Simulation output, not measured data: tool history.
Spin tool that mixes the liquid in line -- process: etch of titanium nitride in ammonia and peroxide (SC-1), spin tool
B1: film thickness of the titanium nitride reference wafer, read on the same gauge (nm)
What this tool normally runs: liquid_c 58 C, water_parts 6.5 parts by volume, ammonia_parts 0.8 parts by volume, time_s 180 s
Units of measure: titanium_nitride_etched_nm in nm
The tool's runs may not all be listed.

{"run": 1, "hour": 0.0, "liquid_c": 58, "water_parts": 6.5, "ammonia_parts": 0.8, "time_s": 180, "B1": 120.01, "titanium_nitride_etched_nm": 12.36}
{"run": 2, "hour": 8.2, "liquid_c": 58, "water_parts": 6.5, "ammonia_parts": 0.45, "time_s": 180, "B1": 120, "titanium_nitride_etched_nm": 11.31}
{"run": 3, "hour": 21.8, "liquid_c": 58, "water_parts": 6.5, "ammonia_parts": 1, "time_s": 180, "B1": 120.01, "titanium_nitride_etched_nm": 12.76}
{"hour": 26.1, "done": "thermometer replaced"}
{"run": 4, "hour": 34.3, "liquid_c": 61, "water_parts": 6.5, "ammonia_parts": 0.55, "time_s": 180, "B1": 120, "titanium_nitride_etched_nm": 16.67}
{"run": 5, "hour": 51.3, "liquid_c": 58, "water_parts": 5, "ammonia_parts": 0.45, "time_s": 145, "B1": 119.99, "titanium_nitride_etched_nm": 12.06}
{"hour": 67.6, "done": "ammonia flow meter replaced"}
{"run": 6, "hour": 71.2, "liquid_c": 58, "water_parts": 6.5, "ammonia_parts": 0.8, "time_s": 240, "B1": 120.01, "titanium_nitride_etched_nm": 19.35}
{"run": 7, "hour": 83.2, "liquid_c": 53, "water_parts": 6.5, "ammonia_parts": 1, "time_s": 260, "B1": 120, "titanium_nitride_etched_nm": 15.31}
{"run": 8, "hour": 101.0, "liquid_c": 58, "water_parts": 6.5, "ammonia_parts": 0.5, "time_s": 80, "B1": 120, "titanium_nitride_etched_nm": 5.94}
{"run": 9, "hour": 116.5, "liquid_c": 58, "water_parts": 8.5, "ammonia_parts": 0.5, "time_s": 90, "B1": 120.02, "titanium_nitride_etched_nm": 5.86}
{"run": 10, "hour": 130.1, "liquid_c": 64.5, "water_parts": 6.5, "ammonia_parts": 0.8, "time_s": 180, "B1": 119.98, "titanium_nitride_etched_nm": 21.89}
{"run": 11, "hour": 144.9, "liquid_c": 58, "water_parts": 9.5, "ammonia_parts": 1.1, "time_s": 180, "B1": 120.01, "titanium_nitride_etched_nm": 12.5}

The next listed run, before its measurement:
{"hour": 162.9, "done": "gauge calibrated"}
{"hour": 182.5, "done": "new drum of ammonia solution connected"}
{"run": 12, "hour": 190.8, "liquid_c": 58, "water_parts": 5, "ammonia_parts": 0.8, "time_s": 145, "B1": "?", "titanium_nitride_etched_nm": "?"}

{"run 12": {"B1": 120.01, "titanium_nitride_etched_nm": 12.85}}
Were there no unlogged condition in the tool, this run, its random variation unchanged, would have produced titanium_nitride_etched_nm 13.3 nm.
